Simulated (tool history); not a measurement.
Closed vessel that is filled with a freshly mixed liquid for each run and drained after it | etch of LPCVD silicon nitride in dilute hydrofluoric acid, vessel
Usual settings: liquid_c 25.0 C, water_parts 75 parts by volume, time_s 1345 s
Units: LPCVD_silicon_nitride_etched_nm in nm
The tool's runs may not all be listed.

| run | hour | liquid_c | water_parts | time_s | wafers since the last listed run | hours since the thermometer was replaced | hours since the hydrofluoric acid flow meter was replaced | hours since the gauge calibration | read-back film thickness of the LPCVD silicon nitride reference wafer, read on the same gauge (nm) | LPCVD_silicon_nitride_etched_nm |
|---|---|---|---|---|---|---|---|---|---|---|
| 1 | 0.0 | 26.0 | 75 | 1345 | 0 | 2403.5 | 724.9 | 326.1 | 89.97 | 8.12 |
| 2 | 24.3 | 26.0 | 75 | 1345 | 1162 | 2427.8 | 749.2 | 350.4 | 89.99 | 8.07 |
| 3 | 52.9 | 26.0 | 75 | 1345 | 1368 | 2456.4 | 777.8 | 379.0 | 90.01 | 8.11 |
| 4 | 72.3 | 25.0 | 75 | 1345 | 928 | 2475.8 | 797.2 | 398.4 | 89.98 | 7.55 |
| 5 | 102.2 | 25.0 | 75 | 1345 | 1430 | 2505.7 | 827.1 | 428.3 | 90.00 | 7.56 |
| 6 | 128.6 | 25.0 | 75 | 1345 | 1262 | 2532.1 | 853.5 | 454.7 | 90.02 | 7.55 |
| 7 | 162.7 | 22.5 | 75 | 1345 | 1631 | 2566.2 | 887.6 | 488.8 | 89.99 | 6.37 |
| 8 | 189.0 | 25.0 | 75 | 1345 | 1258 | 2592.5 | 913.9 | 515.1 | 89.96 | 7.53 |
| 9 | 206.1 | 25.0 | 75 | 1345 | 818 | 2609.6 | 931.0 | 532.2 | 89.96 | 7.49 |
| 10 | 232.2 | 25.0 | 75 | 1345 | 1248 | 2635.7 | 957.1 | 558.3 | 89.99 | 7.52 |
| 11 | 258.3 | 25.0 | 75 | 1345 | 1248 | 2661.8 | 983.2 | 584.4 | 89.99 | 7.42 |
|  | 263.3 | gauge calibrated |
|  | 267.3 | hydrofluoric acid flow meter replaced |
| 12 | 320.6 | 25.0 | 75 | 1345 | 2932 | 2724.1 | 53.3 | 57.3 | 90.02 | 7.51 |
| 13 | 347.4 | 25.0 | 75 | 1345 | 1282 | 2750.9 | 80.1 | 84.1 | 89.99 | 7.39 |
| 14 | 377.2 | 25.0 | 75 | 1880 | 1425 | 2780.7 | 109.9 | 113.9 | 89.98 | 10.31 |
| 15 | 407.9 | 25.0 | 75 | 1345 | 1468 | 2811.4 | 140.6 | 144.6 | 90.04 | 7.43 |
| 16 | 427.3 | 25.0 | 75 | 1345 | 928 | 2830.8 | 160.0 | 164.0 | 89.96 | 7.46 |
| 17 | 452.6 | 25.0 | 50 | 1345 | 1210 | 2856.1 | 185.3 | 189.3 | 89.95 | 11.03 |
| 18 | 477.6 | 25.0 | 105 | 1345 | 1195 | 2881.1 | 210.3 | 214.3 | 90.02 | 5.37 |
| 19 | 490.0 | 27.5 | 75 | 1345 | 593 | 2893.5 | 222.7 | 226.7 | 89.99 | 8.72 |
| 20 | 505.9 | 25.0 | 75 | 755 | 760 | 2909.4 | 238.6 | 242.6 | 89.99 | 4.11 |
| 21 | 525.8 | 28.0 | 100 | 655 | 951 | 2929.3 | 258.5 | 262.5 | 89.97 | 3.31 |
|  | 535.4 | thermometer replaced |
| 22 | 538.7 | 29.5 | 75 | 1345 | 569 | 3.3 | 271.4 | 275.4 | 89.98 | 11.81 |
| 23 | 569.1 | 25.0 | 75 | 1345 | 1454 | 33.7 | 301.8 | 305.8 | 90.02 | 8.82 |
| 24 | 585.5 | 28.0 | 95 | 565 | 784 | 50.1 | 318.2 | 322.2 | 90.02 | 3.54 |
| 25 | 627.1 | 26.0 | 75 | 1345 | 1990 | 91.7 | 359.8 | 363.8 | 89.97 | 9.32 |
| 26 | 660.4 | 21.0 | 95 | 2040 | 1593 | 125.0 | 393.1 | 397.1 | 89.97 | 7.96 |
| 27 | 674.6 | 29.0 | 50 | 1345 | 679 | 139.2 | 407.3 | 411.3 | 90.03 | 16.86 |
| 28 | 688.8 | 25.0 | 75 | 1345 | 679 | 153.4 | 421.5 | 425.5 | 90.04 | 8.81 |
| 29 | 703.8 | 25.0 | 45 | 1820 | 717 | 168.4 | 436.5 | 440.5 | 89.99 | 19.30 |
| 30 | 724.0 | 25.0 | 75 | 1345 | 966 | 188.6 | 456.7 | 460.7 | 89.97 | 8.71 |
| 31 | 744.0 | 25.0 | 100 | 1345 | 956 | 208.6 | 476.7 | 480.7 | 90.01 | 6.52 |
| 32 | 773.2 | 25.0 | 75 | 2060 | 1396 | 237.8 | 505.9 | 509.9 | 89.97 | 13.37 |
| 33 | 797.7 | 25.0 | 40 | 1345 | 1172 | 262.3 | 530.4 | 534.4 | 90.00 | 15.99 |

Some steps in LPCVD_silicon_nitride_etched_nm between neighbouring runs. How much of each would the tool show without its hidden state too (settings, what came in, random variation), and how much is left for the hidden state, with any gauge scatter that isn't in both results?
The hidden state here: liquid colder than its thermometer reads (K); hydrofluoric acid flow above the setpoint (%); gauge reads high (%).
Run 16 -> 17: water_parts 75 -> 50. LPCVD_silicon_nitride_etched_nm +3.57 nm: hidden state -0.84, all else +4.41.
Run 17 -> 18: water_parts 50 -> 105. LPCVD_silicon_nitride_etched_nm -5.66 nm: hidden state +1.29, all else -6.95.
Run 19 -> 20: liquid_c 27.5 -> 25.0, time_s 1345 -> 755. LPCVD_silicon_nitride_etched_nm -4.61 nm: hidden state +0.98, all else -5.59.
Run 26 -> 27: liquid_c 21.0 -> 29.0, water_parts 95 -> 50, time_s 2040 -> 1345. LPCVD_silicon_nitride_etched_nm +8.90 nm: hidden state -0.33, all else +9.23.
Run 28 -> 29: water_parts 75 -> 45, time_s 1345 -> 1820. LPCVD_silicon_nitride_etched_nm +10.49 nm: hidden state -0.44, all else +10.93.
Run 29 -> 30: water_parts 45 -> 75, time_s 1820 -> 1345. LPCVD_silicon_nitride_etched_nm -10.59 nm: hidden state +0.42, all else -11.01.

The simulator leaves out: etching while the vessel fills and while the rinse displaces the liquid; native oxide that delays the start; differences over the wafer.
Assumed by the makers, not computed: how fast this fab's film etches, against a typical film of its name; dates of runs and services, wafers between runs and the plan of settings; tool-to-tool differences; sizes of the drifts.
